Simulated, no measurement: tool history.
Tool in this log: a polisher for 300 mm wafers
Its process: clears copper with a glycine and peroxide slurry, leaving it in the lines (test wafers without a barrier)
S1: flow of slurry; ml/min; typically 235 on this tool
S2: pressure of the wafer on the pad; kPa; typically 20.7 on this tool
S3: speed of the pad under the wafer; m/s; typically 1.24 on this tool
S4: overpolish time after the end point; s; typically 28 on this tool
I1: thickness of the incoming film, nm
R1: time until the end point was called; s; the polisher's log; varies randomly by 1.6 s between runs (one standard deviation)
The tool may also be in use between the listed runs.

run,hour,S1,S2,S3,S4,I1,R1
1,0,275,20.7,1.24,28,724,119.7
2,45.8,235,20.7,1.24,28,743,122.5
# hour 92.9: worn pad replaced by a new one
3,138.8,235,20.7,1.24,28,731.2,114.6
# hour 160.3: head pressure recalibrated
4,245.5,235,20.7,1.24,28,724.6,114.9
5,301.4,260,20.7,1.24,28,728.8,115.9
# hour 310: slurry nozzle cleaned
6,390.4,260,20.7,1.24,28,725.7,116.1
7,448.9,235,20.7,1.24,23,743.9,120.7
# hour 518.7: worn pad replaced by a new one
8,521.5,235,20.7,1.24,23,728.5,113.2
9,624.2,235,20.7,1.24,23,730.2,114.7
10,677.6,235,20.7,1.24,28,731.5,119.3
11,782.7,235,20.7,1.24,28,738.7,121.5
# hour 825.4: slurry nozzle cleaned
12,881.8,235,20.7,1.24,28,733.6,120.6
13,925.7,235,20.7,1.24,28,743.3,123
14,981.6,235,20.7,1.24,28,729.2,117.7
# hour 1009.7: worn pad replaced by a new one
# hour 1231.1: slurry nozzle cleaned
15,1264.8,280,20.7,1.24,28,729.9,115.6
16,1370.1,235,20.7,1.24,28,735,121.9
# hour 1395: head pressure recalibrated
17,1407,235,20.7,1.24,37,731.9,121.8
18,1451.5,235,23.4,1.24,28,727,110.2
# hour 1488.9: worn pad replaced by a new one
19,1543.7,235,20.7,1.24,37,715.2,110.7
20,1602.7,235,20.7,1.24,28,734.3,116.3
# hour 1692.6: slurry nozzle cleaned
21,1706.3,235,20.7,1.24,28,743.2,120.8
22,1771.3,235,20.7,1.12,28,722.5,129.2
23,1827.7,175,17.9,1.02,21,742.4,161.2
24,1888.3,265,20.7,0.98,28,742.1,146.6
# hour 1900.8: worn pad replaced by a new one
25,1947.4,235,20.7,0.8,39,731.6,165.6
26,2044.1,235,24.1,1.24,15,742.3,104.5
27,2122.7,270,20.7,1.24,14,736.8,117.5
# hour 2176.5: slurry nozzle cleaned
28,2190.5,235,20.7,1.24,28,728.3,116
29,2291.7,265,13.8,1.24,28,734,165.3
# hour 2300.7: worn pad replaced by a new one
30,2338.8,235,20.7,0.86,28,730.6,155.1

The same runs without the tool's hidden state, with the same run-to-run variation:
Hidden state present: removal rate lost through wear of the pad, %; slurry flow missing at the pad, %; deviation of the head's pressure from its setpoint, %.
run,R1
1,111.1
2,112.9
3,113.5
4,112.1
5,112
6,110.8
7,114.2
8,112.1
9,111.9
10,115.4
11,115.7
12,113.1
13,114.5
14,108.7
15,110.8
16,115.1
17,114.3
18,102.7
19,109.1
20,113.5
21,116.1
22,122.9
23,152.1
24,137.1
25,164.2
26,102.2
27,113.5
28,111
29,155.7
30,152.2

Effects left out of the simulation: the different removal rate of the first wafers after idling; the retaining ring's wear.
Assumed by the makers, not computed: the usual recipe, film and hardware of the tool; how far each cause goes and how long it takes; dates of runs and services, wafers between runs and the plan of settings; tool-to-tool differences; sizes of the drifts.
